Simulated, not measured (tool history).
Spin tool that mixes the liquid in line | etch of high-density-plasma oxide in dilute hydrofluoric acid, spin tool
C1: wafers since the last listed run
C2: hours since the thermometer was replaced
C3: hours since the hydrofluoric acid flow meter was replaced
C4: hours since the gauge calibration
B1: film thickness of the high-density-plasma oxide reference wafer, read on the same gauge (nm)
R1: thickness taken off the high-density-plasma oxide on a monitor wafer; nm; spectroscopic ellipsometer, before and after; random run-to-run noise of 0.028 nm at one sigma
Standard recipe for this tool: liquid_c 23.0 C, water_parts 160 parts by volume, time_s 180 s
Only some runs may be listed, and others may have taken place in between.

{"run": 1, "hour": 0.0, "liquid_c": 20.0, "water_parts": 160, "time_s": 180, "C1": 0, "C2": 2342.2, "C3": 1616.8, "C4": 673.4, "B1": 129.99, "R1": 5.08}
{"run": 2, "hour": 34.8, "liquid_c": 20.0, "water_parts": 160, "time_s": 180, "C1": 236, "C2": 2377.0, "C3": 1651.6, "C4": 708.2, "B1": 129.98, "R1": 5.07}
{"run": 3, "hour": 56.7, "liquid_c": 23.0, "water_parts": 160, "time_s": 180, "C1": 148, "C2": 2398.9, "C3": 1673.5, "C4": 730.1, "B1": 130.02, "R1": 5.7}
{"run": 4, "hour": 82.2, "liquid_c": 23.0, "water_parts": 210, "time_s": 180, "C1": 173, "C2": 2424.4, "C3": 1699.0, "C4": 755.6, "B1": 129.97, "R1": 4.08}
{"run": 5, "hour": 97.0, "liquid_c": 23.0, "water_parts": 210, "time_s": 180, "C1": 100, "C2": 2439.2, "C3": 1713.8, "C4": 770.4, "B1": 129.95, "R1": 4.09}
{"run": 6, "hour": 113.6, "liquid_c": 23.0, "water_parts": 210, "time_s": 180, "C1": 112, "C2": 2455.8, "C3": 1730.4, "C4": 787.0, "B1": 130.01, "R1": 4.09}
{"run": 7, "hour": 215.5, "liquid_c": 23.0, "water_parts": 160, "time_s": 180, "C1": 692, "C2": 2557.7, "C3": 1832.3, "C4": 888.9, "B1": 130.01, "R1": 5.61}
{"run": 8, "hour": 244.0, "liquid_c": 23.0, "water_parts": 160, "time_s": 180, "C1": 193, "C2": 2586.2, "C3": 1860.8, "C4": 917.4, "B1": 129.97, "R1": 5.63}
{"run": 9, "hour": 265.1, "liquid_c": 21.5, "water_parts": 200, "time_s": 180, "C1": 143, "C2": 2607.3, "C3": 1881.9, "C4": 938.5, "B1": 129.99, "R1": 4.04}
{"run": 10, "hour": 284.4, "liquid_c": 21.5, "water_parts": 200, "time_s": 180, "C1": 131, "C2": 2626.6, "C3": 1901.2, "C4": 957.8, "B1": 130.03, "R1": 4.05}
{"run": 11, "hour": 304.7, "liquid_c": 23.0, "water_parts": 160, "time_s": 230, "C1": 137, "C2": 2646.9, "C3": 1921.5, "C4": 978.1, "B1": 130.0, "R1": 7.12}
{"hour": 321.7, "done": "thermometer replaced"}
{"run": 12, "hour": 327.9, "liquid_c": 23.0, "water_parts": 160, "time_s": 230, "C1": 150, "C2": 6.2, "C3": 1944.7, "C4": 1001.3, "B1": 130.01, "R1": 7.11}
{"hour": 335.3, "done": "gauge calibrated"}
{"run": 13, "hour": 404.2, "liquid_c": 23.0, "water_parts": 160, "time_s": 180, "C1": 518, "C2": 82.5, "C3": 2021.0, "C4": 68.9, "B1": 130.01, "R1": 5.59}
{"run": 14, "hour": 421.2, "liquid_c": 23.0, "water_parts": 160, "time_s": 180, "C1": 115, "C2": 99.5, "C3": 2038.0, "C4": 85.9, "B1": 130.02, "R1": 5.55}
{"run": 15, "hour": 435.9, "liquid_c": 23.0, "water_parts": 160, "time_s": 115, "C1": 99, "C2": 114.2, "C3": 2052.7, "C4": 100.6, "B1": 129.97, "R1": 3.55}
{"run": 16, "hour": 464.1, "liquid_c": 23.0, "water_parts": 110, "time_s": 145, "C1": 191, "C2": 142.4, "C3": 2080.9, "C4": 128.8, "B1": 129.99, "R1": 6.9}
{"run": 17, "hour": 484.0, "liquid_c": 20.5, "water_parts": 160, "time_s": 180, "C1": 135, "C2": 162.3, "C3": 2100.8, "C4": 148.7, "B1": 129.98, "R1": 5.05}
{"run": 18, "hour": 518.1, "liquid_c": 20.0, "water_parts": 90, "time_s": 115, "C1": 231, "C2": 196.4, "C3": 2134.9, "C4": 182.8, "B1": 130.04, "R1": 6.11}
{"run": 19, "hour": 530.1, "liquid_c": 19.5, "water_parts": 135, "time_s": 105, "C1": 81, "C2": 208.4, "C3": 2146.9, "C4": 194.8, "B1": 130.02, "R1": 3.42}
{"run": 20, "hour": 560.3, "liquid_c": 26.5, "water_parts": 140, "time_s": 130, "C1": 205, "C2": 238.6, "C3": 2177.1, "C4": 225.0, "B1": 130.0, "R1": 5.34}
{"hour": 565.6, "done": "hydrofluoric acid flow meter replaced"}
{"run": 21, "hour": 589.1, "liquid_c": 20.5, "water_parts": 135, "time_s": 95, "C1": 188, "C2": 267.4, "C3": 23.5, "C4": 253.8, "B1": 129.98, "R1": 3.71}
{"run": 22, "hour": 603.7, "liquid_c": 23.0, "water_parts": 160, "time_s": 180, "C1": 99, "C2": 282.0, "C3": 38.1, "C4": 268.4, "B1": 129.99, "R1": 6.34}
{"run": 23, "hour": 629.8, "liquid_c": 23.0, "water_parts": 160, "time_s": 180, "C1": 177, "C2": 308.1, "C3": 64.2, "C4": 294.5, "B1": 130.0, "R1": 6.38}
{"run": 24, "hour": 661.4, "liquid_c": 23.0, "water_parts": 195, "time_s": 135, "C1": 214, "C2": 339.7, "C3": 95.8, "C4": 326.1, "B1": 130.02, "R1": 3.77}
{"run": 25, "hour": 752.8, "liquid_c": 24.5, "water_parts": 160, "time_s": 180, "C1": 621, "C2": 431.1, "C3": 187.2, "C4": 417.5, "B1": 130.04, "R1": 6.69}
{"run": 26, "hour": 774.9, "liquid_c": 23.0, "water_parts": 160, "time_s": 115, "C1": 150, "C2": 453.2, "C3": 209.3, "C4": 439.6, "B1": 130.04, "R1": 4.06}
{"run": 27, "hour": 793.3, "liquid_c": 20.5, "water_parts": 210, "time_s": 270, "C1": 125, "C2": 471.6, "C3": 227.7, "C4": 458.0, "B1": 130.0, "R1": 6.19}
{"run": 28, "hour": 812.7, "liquid_c": 18.5, "water_parts": 235, "time_s": 275, "C1": 131, "C2": 491.0, "C3": 247.1, "C4": 477.4, "B1": 130.0, "R1": 5.11}
{"run": 29, "hour": 845.7, "liquid_c": 18.0, "water_parts": 160, "time_s": 255, "C1": 224, "C2": 524.0, "C3": 280.1, "C4": 510.4, "B1": 130.0, "R1": 7.38}

Alternative continuations, all from the tool just after run 29; predict every row:
{"run": "A", "hour": 846.2, "liquid_c": 27.5, "water_parts": 160, "time_s": 180, "C1": 3, "C2": 524.5, "C3": 280.6, "C4": 510.9, "B1": "?", "R1": "?"}
{"run": "B", "hour": 846.2, "liquid_c": 24.5, "water_parts": 225, "time_s": 180, "C1": 3, "C2": 524.5, "C3": 280.6, "C4": 510.9, "B1": "?", "R1": "?"}
{"run": "C", "hour": 846.2, "liquid_c": 25.0, "water_parts": 185, "time_s": 255, "C1": 3, "C2": 524.5, "C3": 280.6, "C4": 510.9, "B1": "?", "R1": "?"}
{"run": "D", "hour": 846.2, "liquid_c": 19.5, "water_parts": 135, "time_s": 260, "C1": 3, "C2": 524.5, "C3": 280.6, "C4": 510.9, "B1": "?", "R1": "?"}

run=A B1=130.00 R1=7.47
run=B B1=130.00 R1=4.42
run=C B1=130.00 R1=8.11
run=D B1=130.00 R1=9.69
The same runs, with their run-to-run variation unchanged, on a tool lacking any hidden condition would have given:
run=A R1=7.72
run=B R1=4.57
run=C R1=8.38
run=D R1=10.00

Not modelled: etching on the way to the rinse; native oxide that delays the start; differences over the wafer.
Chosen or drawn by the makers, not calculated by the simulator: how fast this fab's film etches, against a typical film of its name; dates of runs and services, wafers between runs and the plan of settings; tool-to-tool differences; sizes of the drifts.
